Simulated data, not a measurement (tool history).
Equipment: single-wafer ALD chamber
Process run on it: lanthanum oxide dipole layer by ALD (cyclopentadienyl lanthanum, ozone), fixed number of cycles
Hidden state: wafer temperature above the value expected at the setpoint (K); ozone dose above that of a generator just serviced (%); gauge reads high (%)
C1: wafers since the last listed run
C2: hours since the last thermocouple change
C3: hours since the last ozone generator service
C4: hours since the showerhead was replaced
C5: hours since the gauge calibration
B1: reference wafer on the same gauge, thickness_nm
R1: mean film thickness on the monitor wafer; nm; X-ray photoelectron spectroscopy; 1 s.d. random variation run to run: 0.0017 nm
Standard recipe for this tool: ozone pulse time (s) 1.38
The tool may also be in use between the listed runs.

run 1 day=0.000 | ozone_pulse_time_(s)=1.38 | C1=0 C2=2011.0 C3=1001.0 C4=8233.6 C5=110.2 | B1=0.594 | R1=0.565
run 2 day=0.612 | ozone_pulse_time_(s)=1.38 | C1=308 C2=2025.7 C3=1015.7 C4=8248.3 C5=124.9 | B1=0.594 | R1=0.566
run 3 day=1.317 | ozone_pulse_time_(s)=1.38 | C1=354 C2=2042.6 C3=1032.6 C4=8265.2 C5=141.8 | B1=0.594 | R1=0.562
run 4 day=1.904 | ozone_pulse_time_(s)=1.38 | C1=295 C2=2056.7 C3=1046.7 C4=8279.3 C5=155.9 | B1=0.595 | R1=0.562
-- day=4.292 gauge calibrated
-- day=4.942 ozone generator serviced
run 5 day=4.962 | ozone_pulse_time_(s)=1.38 | C1=1372 C2=2130.1 C3=0.5 C4=8352.7 C5=16.1 | B1=0.594 | R1=0.600
run 6 day=6.146 | ozone_pulse_time_(s)=1.38 | C1=596 C2=2158.5 C3=28.9 C4=8381.1 C5=44.5 | B1=0.594 | R1=0.596
run 7 day=6.650 | ozone_pulse_time_(s)=1.19 | C1=253 C2=2170.6 C3=41.0 C4=8393.2 C5=56.6 | B1=0.595 | R1=0.584
run 8 day=8.408 | ozone_pulse_time_(s)=1.38 | C1=885 C2=2212.8 C3=83.2 C4=8435.4 C5=98.8 | B1=0.594 | R1=0.597
run 9 day=9.812 | ozone_pulse_time_(s)=1.69 | C1=707 C2=2246.5 C3=116.9 C4=8469.1 C5=132.5 | B1=0.594 | R1=0.616
-- day=10.725 showerhead replaced
-- day=10.929 thermocouple changed; heater temperature recalibrated
run 10 day=10.950 | ozone_pulse_time_(s)=1.78 | C1=301 C2=0.5 C3=144.2 C4=5.4 C5=159.8 | B1=0.594 | R1=0.622
run 11 day=11.475 | ozone_pulse_time_(s)=1.15 | C1=264 C2=13.1 C3=156.8 C4=18.0 C5=172.4 | B1=0.595 | R1=0.579
-- day=11.942 gauge calibrated
run 12 day=12.200 | ozone_pulse_time_(s)=1.87 | C1=365 C2=30.5 C3=174.2 C4=35.4 C5=6.2 | B1=0.594 | R1=0.621
run 13 day=12.700 | ozone_pulse_time_(s)=1.54 | C1=251 C2=42.5 C3=186.2 C4=47.4 C5=18.2 | B1=0.595 | R1=0.607
run 14 day=13.883 | ozone_pulse_time_(s)=1.38 | C1=596 C2=70.9 C3=214.6 C4=75.8 C5=46.6 | B1=0.594 | R1=0.597

Consider 3 possible next runs. They are alternatives, not a sequence: every one starts from the tool as it was left by run 14. What does each give?
run A day=13.900 | ozone_pulse_time_(s)=1.91 | C1=8 C2=71.3 C3=215.0 C4=76.2 C5=47.0 | B1=? | R1=?
run B day=13.900 | ozone_pulse_time_(s)=0.89 | C1=8 C2=71.3 C3=215.0 C4=76.2 C5=47.0 | B1=? | R1=?
run C day=13.900 | ozone_pulse_time_(s)=1.72 | C1=8 C2=71.3 C3=215.0 C4=76.2 C5=47.0 | B1=? | R1=?

run=A B1=0.594 R1=0.621
run=B B1=0.594 R1=0.541
run=C B1=0.594 R1=0.614
Without the tool's hidden state the same runs would have given:
run=A R1=0.624
run=B R1=0.549
run=C R1=0.618
